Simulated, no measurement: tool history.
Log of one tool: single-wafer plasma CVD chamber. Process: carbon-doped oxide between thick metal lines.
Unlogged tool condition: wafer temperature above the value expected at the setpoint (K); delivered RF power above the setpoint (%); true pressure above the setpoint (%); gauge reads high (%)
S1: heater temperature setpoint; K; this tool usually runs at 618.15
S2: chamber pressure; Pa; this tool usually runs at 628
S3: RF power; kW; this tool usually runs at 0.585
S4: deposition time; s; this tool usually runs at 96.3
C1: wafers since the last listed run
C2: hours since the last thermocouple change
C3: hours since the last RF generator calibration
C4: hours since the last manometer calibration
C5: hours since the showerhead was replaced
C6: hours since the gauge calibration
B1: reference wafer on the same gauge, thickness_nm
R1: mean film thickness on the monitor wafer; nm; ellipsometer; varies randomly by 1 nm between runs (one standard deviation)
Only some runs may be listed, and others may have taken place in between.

run	day	S1	S2	S3	S4	C1	C2	C3	C4	C5	C6	B1	R1
1	0.000	618.15	628	0.585	96.3	0	1554.5	1841.1	1153.2	26.6	298.4	551.961	469.086
# day 0.379: gauge calibrated
# day 0.592: thermocouple changed; heater temperature recalibrated
2	0.612	618.15	628	0.585	100.5	60	0.5	1855.8	1167.9	41.3	5.6	552.302	488.208
3	0.742	618.15	628	0.585	100.5	27	3.6	1858.9	1171.0	44.4	8.7	551.719	488.970
4	1.017	618.15	628	0.585	100.5	59	10.2	1865.5	1177.6	51.0	15.3	551.978	488.289
# day 1.650: RF generator calibrated
5	1.671	618.15	628	0.585	96.3	69	25.9	0.5	1193.3	66.7	31.0	551.920	503.559
6	1.996	618.15	628	0.585	96.3	69	33.7	8.3	1201.1	74.5	38.8	551.981	503.252
7	2.483	618.15	628	0.585	96.3	104	45.4	20.0	1212.8	86.2	50.5	551.992	506.050
8	2.758	625.15	628	0.665	96.3	59	52.0	26.6	1219.4	92.8	57.1	551.911	547.231
9	3.488	618.15	759	0.485	113.8	157	69.5	44.1	1236.9	110.3	74.6	551.588	516.933
# day 3.892: capacitance manometer re-zeroed and calibrated
10	3.938	610.15	580	0.700	96.3	25	80.3	54.9	1.1	121.1	85.4	552.345	587.910
11	4.542	631.15	773	0.690	96.3	130	94.8	69.4	15.6	135.6	99.9	551.799	569.573
12	4.938	633.15	673	0.585	109.3	85	104.3	78.9	25.1	145.1	109.4	552.130	555.223
13	5.479	618.15	628	0.585	96.3	116	117.3	91.9	38.1	158.1	122.4	551.759	503.374
14	6.112	606.15	628	0.585	82.1	136	132.5	107.1	53.3	173.3	137.6	552.068	448.491
15	6.562	623.15	628	0.585	106.7	96	143.3	117.9	64.1	184.1	148.4	551.770	551.134
16	7.096	629.15	731	0.690	84.4	114	156.1	130.7	76.9	196.9	161.2	551.853	498.750
17	7.696	631.15	775	0.585	96.3	129	170.5	145.1	91.3	211.3	175.6	551.973	497.970
18	8.254	632.15	628	0.585	96.3	120	183.9	158.5	104.7	224.7	189.0	551.801	484.156
19	8.925	618.15	581	0.615	90.6	144	200.0	174.6	120.8	240.8	205.1	552.280	487.391
20	9.196	618.15	743	0.585	96.3	58	206.5	181.1	127.3	247.3	211.6	552.224	515.778
21	9.588	618.15	628	0.585	96.3	84	215.9	190.5	136.7	256.7	221.0	552.412	504.752
22	9.850	631.15	773	0.690	96.3	56	222.2	196.8	143.0	263.0	227.3	552.231	568.926
23	10.396	618.15	628	0.585	82.1	117	235.3	209.9	156.1	276.1	240.4	551.821	431.008
24	11.046	618.15	724	0.585	88.0	139	250.9	225.5	171.7	291.7	256.0	551.811	469.839
25	11.400	618.15	628	0.585	96.3	76	259.4	234.0	180.2	300.2	264.5	551.914	506.427

Estimate the outcome of run 26 from the log above:
26	11.979	618.15	560	0.640	96.3	124	273.3	247.9	194.1	314.1	278.4	?	?

For run 26 the tool returned B1 552.133, R1 532.614 nm.
Had the tool carried no hidden state, the very same run would have given R1 534.590 nm.
